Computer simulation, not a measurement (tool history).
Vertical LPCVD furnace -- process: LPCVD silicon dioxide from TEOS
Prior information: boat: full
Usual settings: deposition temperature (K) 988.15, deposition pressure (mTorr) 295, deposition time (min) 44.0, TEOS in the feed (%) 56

run	hour	deposition temperature (K)	deposition pressure (mTorr)	deposition time (min)	TEOS in the feed (%)	wafers since the last listed run	hours since the last temperature calibration	hours since the pressure gauge was zeroed	hours since the TEOS flow controller was replaced	hours since the gauge calibration	read-back reference wafer on the same gauge, thickness	film thickness on the monitor wafer in the middle of the boat (angstrom)
1	0.0	988.15	295	44.0	56	0	1134.4	2456.2	5096.1	2668.2	316.79	3885.7
2	49.8	988.15	295	44.0	56	635	1184.2	2506.0	5145.9	2718.0	317.15	3897.6
3	111.1	988.15	295	44.0	56	782	1245.5	2567.3	5207.2	2779.3	316.96	3871.3
4	142.0	988.15	295	44.0	56	394	1276.4	2598.2	5238.1	2810.2	317.36	3863.3
5	197.5	988.15	295	44.0	56	708	1331.9	2653.7	5293.6	2865.7	317.17	3874.8
6	241.6	983.15	230	44.0	52	562	1376.0	2697.8	5337.7	2909.8	316.90	2960.6
7	270.7	988.15	295	28.5	56	371	1405.1	2726.9	5366.8	2938.9	317.00	2498.6
8	300.7	988.15	295	44.0	61	382	1435.1	2756.9	5396.8	2968.9	316.96	4037.9
9	348.5	988.15	270	44.0	50	610	1482.9	2804.7	5444.6	3016.7	317.02	3509.1
10	411.3	988.15	295	39.0	56	801	1545.7	2867.5	5507.4	3079.5	317.01	3436.8
11	471.1	988.15	295	44.0	56	763	1605.5	2927.3	5567.2	3139.3	316.73	3874.1
# hour 489.3: gauge calibrated
12	531.1	994.15	295	34.0	56	765	1665.5	2987.3	5627.2	41.8	316.88	3401.1
13	567.6	988.15	295	44.0	56	465	1702.0	3023.8	5663.7	78.3	317.24	3908.8
# hour 602.1: pressure gauge zeroed
# hour 622.0: thermocouples replaced and temperature profile calibrated
14	631.2	982.15	295	44.0	56	251	9.2	29.1	5727.3	141.9	316.90	3396.4
15	691.7	988.15	295	44.0	56	772	69.7	89.6	5787.8	202.4	316.89	3875.8
# hour 720.8: TEOS flow controller replaced
16	763.4	988.15	270	44.0	63	608	141.4	161.3	42.6	274.1	317.01	3953.3
17	830.6	988.15	275	44.0	60	857	208.6	228.5	109.8	341.3	317.03	3898.0
18	881.6	996.15	225	58.5	61	650	259.6	279.5	160.8	392.3	316.97	5618.9
19	922.1	988.15	265	44.0	45	516	300.1	320.0	201.3	432.8	317.05	3297.9
20	991.5	988.15	360	44.0	56	885	369.5	389.4	270.7	502.2	316.94	4299.6
21	1164.2	996.15	275	55.5	46	2204	542.2	562.1	443.4	674.9	317.15	5123.2
22	1235.3	988.15	295	44.0	56	907	613.3	633.2	514.5	746.0	316.95	3887.3
23	1287.8	978.15	295	33.5	45	670	665.8	685.7	567.0	798.5	317.23	2111.5
24	1328.5	988.15	325	37.0	56	519	706.5	726.4	607.7	839.2	317.13	3429.0
25	1397.7	997.15	365	44.0	56	883	775.7	795.6	676.9	908.4	316.79	5271.1
26	1442.5	988.15	260	44.0	46	571	820.5	840.4	721.7	953.2	316.96	3304.7
27	1470.9	988.15	295	51.0	56	362	848.9	868.8	750.1	981.6	317.25	4469.4
28	1516.9	977.15	350	31.5	49	587	894.9	914.8	796.1	1027.6	317.01	2206.3
29	1551.7	988.15	295	44.0	56	444	929.7	949.6	830.9	1062.4	316.94	3872.2
30	1587.6	988.15	295	37.5	56	458	965.6	985.5	866.8	1098.3	317.05	3314.3

State the hidden condition of the tool at each of the runs:
true tube temperature minus thermocouple reading, K: 0 in every run
true pressure minus gauge reading, mTorr: 0 in every run
deviation of the TEOS flow from its setpoint, %: 0 in every run
gauge reads high (%): 0 in every run
